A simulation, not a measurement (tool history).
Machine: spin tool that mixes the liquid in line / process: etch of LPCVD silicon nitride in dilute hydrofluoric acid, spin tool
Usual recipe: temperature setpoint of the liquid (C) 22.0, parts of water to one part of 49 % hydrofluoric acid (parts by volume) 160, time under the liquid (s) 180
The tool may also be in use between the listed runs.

| run | hour | temperature setpoint of the liquid (C) | parts of water to one part of 49 % hydrofluoric acid (parts by volume) | time under the liquid (s) | read-back film thickness of the LPCVD silicon nitride reference wafer, read on the same gauge (nm) | thickness taken off the LPCVD silicon nitride on a monitor wafer (angstrom) |
|---|---|---|---|---|---|---|
| 1 | 0.0 | 25.0 | 160 | 180 | 70.009 | 6.99 |
| 2 | 8.7 | 22.0 | 160 | 180 | 70.040 | 5.93 |
| 3 | 25.6 | 22.0 | 160 | 180 | 69.981 | 5.49 |
| 4 | 37.1 | 22.0 | 160 | 180 | 70.005 | 5.88 |
| 5 | 46.1 | 22.0 | 160 | 180 | 69.984 | 5.84 |
| 6 | 63.4 | 22.0 | 160 | 265 | 70.020 | 8.93 |
|  | 67.5 | hydrofluoric acid flow meter replaced |
| 7 | 77.3 | 22.0 | 160 | 180 | 69.971 | 5.57 |
| 8 | 88.4 | 22.0 | 160 | 180 | 69.961 | 5.83 |
| 9 | 99.0 | 20.0 | 160 | 180 | 69.998 | 4.85 |
| 10 | 110.9 | 22.0 | 160 | 135 | 69.970 | 4.26 |
|  | 146.1 | thermometer replaced |
| 11 | 153.9 | 19.0 | 160 | 180 | 69.988 | 4.46 |
| 12 | 164.2 | 22.0 | 205 | 180 | 70.020 | 4.68 |
| 13 | 180.7 | 22.0 | 160 | 180 | 70.012 | 6.07 |
| 14 | 224.3 | 18.0 | 100 | 125 | 70.001 | 4.48 |
| 15 | 234.6 | 22.0 | 160 | 180 | 70.005 | 5.69 |
| 16 | 242.8 | 20.5 | 110 | 130 | 70.017 | 5.45 |
| 17 | 250.4 | 22.0 | 140 | 180 | 69.982 | 7.15 |
| 18 | 264.4 | 26.5 | 210 | 180 | 69.944 | 5.68 |
| 19 | 271.2 | 22.0 | 160 | 180 | 70.010 | 5.93 |
| 20 | 278.1 | 22.0 | 160 | 180 | 70.010 | 6.02 |
| 21 | 285.9 | 22.0 | 160 | 180 | 70.022 | 5.89 |
| 22 | 298.5 | 22.0 | 160 | 180 | 70.000 | 5.69 |
| 23 | 308.8 | 17.5 | 160 | 180 | 69.992 | 4.46 |
| 24 | 326.7 | 25.5 | 160 | 260 | 69.954 | 10.20 |
| 25 | 337.2 | 18.5 | 220 | 285 | 70.006 | 5.34 |
| 26 | 348.9 | 22.0 | 160 | 180 | 69.994 | 6.00 |
| 27 | 354.9 | 19.5 | 160 | 140 | 70.012 | 3.77 |
| 28 | 366.9 | 22.0 | 115 | 180 | 70.011 | 7.74 |
| 29 | 375.1 | 22.0 | 185 | 180 | 70.004 | 5.24 |
| 30 | 391.9 | 19.0 | 160 | 180 | 70.004 | 4.90 |
| 31 | 403.8 | 26.5 | 140 | 180 | 70.018 | 8.68 |
|  | 412.5 | gauge calibrated |
| 32 | 414.0 | 24.5 | 160 | 180 | 70.024 | 6.23 |

State the hidden condition of the tool at each of the runs:
liquid hotter than its thermometer reads (K): 0 across all the runs
hydrofluoric acid flow above the setpoint (%): 0 across all the runs
gauge reads high (%): 0 across all the runs

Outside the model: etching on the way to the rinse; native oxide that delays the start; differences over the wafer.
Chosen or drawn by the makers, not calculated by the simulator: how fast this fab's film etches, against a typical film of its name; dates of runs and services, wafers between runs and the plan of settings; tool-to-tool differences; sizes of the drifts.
